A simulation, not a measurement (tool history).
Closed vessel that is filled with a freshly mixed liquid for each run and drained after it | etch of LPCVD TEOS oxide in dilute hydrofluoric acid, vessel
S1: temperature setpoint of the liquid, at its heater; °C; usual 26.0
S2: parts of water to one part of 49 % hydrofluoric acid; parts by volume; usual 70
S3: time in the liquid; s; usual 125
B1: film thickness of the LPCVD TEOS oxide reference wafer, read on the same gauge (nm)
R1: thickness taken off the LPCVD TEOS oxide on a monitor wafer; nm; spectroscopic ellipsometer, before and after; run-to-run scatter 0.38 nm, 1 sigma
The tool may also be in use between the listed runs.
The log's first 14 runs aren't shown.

run,hour,S1,S2,S3,B1,R1
15,546.3,26.0,60,95,80.00,41.67
# hour 559.3: hydrofluoric acid flow meter replaced
16,713.8,23.5,85,85,80.00,21.43
17,777.0,29.0,95,70,79.93,19.27
18,812.2,26.0,70,125,80.01,43.30
# hour 850.3: thermometer replaced
19,874.6,24.5,70,105,79.99,34.80
20,946.5,29.5,45,125,79.98,81.54
21,989.4,28.0,70,125,80.00,47.84
22,1047.2,29.5,55,125,79.97,66.78
23,1085.2,24.5,90,75,80.02,19.23
# hour 1124.1: gauge calibrated
24,1150.1,26.0,70,125,79.99,45.24
# hour 1181.1: hydrofluoric acid flow meter replaced
25,1192.3,28.0,50,185,80.04,96.62
26,1259.9,26.0,85,65,80.02,17.74
27,1311.6,29.0,90,80,80.01,23.48
28,1367.4,26.0,70,125,79.99,43.52
29,1398.7,29.0,80,125,79.99,41.59
30,1467.0,26.0,70,125,79.99,43.48
31,1521.6,26.0,40,125,79.98,79.83
32,1570.4,26.0,70,125,79.97,44.67
33,1641.8,26.0,70,125,80.03,44.70

Each row is a separate what-if for the run after 33, all from the same tool condition, not one after another. Results?
A,1642.5,26.0,70,195,?,?
B,1642.5,22.5,90,125,?,?
C,1642.5,26.0,70,55,?,?
D,1642.5,26.0,70,200,?,?

run,B1,R1
A,79.99,70.62
B,79.99,29.85
C,79.99,19.92
D,79.99,72.43
Without the tool's hidden state the same runs would have given:
run,R1
A,65.83
B,27.80
C,18.57
D,67.52
